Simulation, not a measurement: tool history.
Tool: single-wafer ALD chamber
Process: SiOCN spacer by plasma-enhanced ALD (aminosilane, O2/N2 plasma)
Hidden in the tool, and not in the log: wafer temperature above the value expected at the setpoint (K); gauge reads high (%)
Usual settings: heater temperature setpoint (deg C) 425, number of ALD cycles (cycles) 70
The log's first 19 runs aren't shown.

run    hour  heater temperature setpoint (deg C)  number of ALD cycles (cycles)  wafers since the last listed run  hours since the last thermocouple change  hours since the gauge calibration  read-back reference wafer on the same gauge, thickness_nm  mean film thickness on the monitor wafer (nm)
 20  1288.6                                  425                             70                               142                                    2575.5                               85.6                                                        3.9                                          4.169
 21  1372.8                                  418                             80                               201                                    2659.7                              169.8                                                      3.894                                          4.928
 22  1470.9                                  431                             76                               235                                    2757.8                              267.9                                                      3.896                                          4.446
 23  1543.4                                  436                             74                               173                                    2830.3                              340.4                                                      3.897                                          4.268
     1555.9  -- thermocouple changed; heater temperature recalibrated
 24  1609.5                                  413                             70                               139                                      53.6                              406.5                                                      3.894                                          4.442
 25  1665.3                                  438                             62                               133                                     109.4                              462.3                                                      3.897                                          3.565
 26  1761.6                                  425                             64                               230                                     205.7                              558.6                                                      3.906                                          3.878
 27  1800.5                                  436                             57                                93                                     244.6                              597.5                                                      3.906                                          3.347
 28  1880.9                                  425                             74                               192                                       325                              677.9                                                        3.9                                          4.463
 29  1926.5                                  425                             70                               109                                     370.6                              723.5                                                      3.895                                          4.225
 30  1991.7                                  425                             70                               156                                     435.8                              788.7                                                        3.9                                          4.236
 31  2091.5                                  432                             62                               239                                     535.6                              888.5                                                      3.899                                          3.641
 32  2354.5                                  425                             70                               630                                     798.6                             1151.5                                                      3.893                                          4.174
 33    2391                                  425                             70                                87                                     835.1                               1188                                                      3.899                                          4.213
 34  2440.5                                  425                             70                               118                                     884.6                             1237.5                                                      3.898                                          4.204
 35  2544.9                                  438                             70                               250                                       989                             1341.9                                                      3.905                                          4.026
 36  2596.8                                  431                             63                               124                                    1040.9                             1393.8                                                        3.9                                            3.7
 37    2653                                  413                             62                               134                                    1097.1                               1450                                                      3.896                                          3.866
 38  2689.1                                  425                             70                                86                                    1133.2                             1486.1                                                        3.9                                          4.196
 39  2775.7                                  415                             70                               207                                    1219.8                             1572.7                                                      3.904                                          4.346

3 ways to go on from here, each from the tool as it stands after run 39. What would each give?
  A  2776.2                                  425                             70                                 1                                    1220.3                             1573.2                                                          ?                                              ?
  B  2776.2                                  433                             63                                 1                                    1220.3                             1573.2                                                          ?                                              ?
  C  2776.2                                  415                             59                                 1                                    1220.3                             1573.2                                                          ?                                              ?

run  read-back reference wafer on the same gauge, thickness_nm  mean film thickness on the monitor wafer (nm)
  A                                                      3.902                                          4.171
  B                                                      3.902                                          3.648
  C                                                      3.902                                           3.64
Without the tool's hidden state the same runs would have given:
run  mean film thickness on the monitor wafer (nm)
  A                                          4.237
  B                                          3.707
  C                                          3.696

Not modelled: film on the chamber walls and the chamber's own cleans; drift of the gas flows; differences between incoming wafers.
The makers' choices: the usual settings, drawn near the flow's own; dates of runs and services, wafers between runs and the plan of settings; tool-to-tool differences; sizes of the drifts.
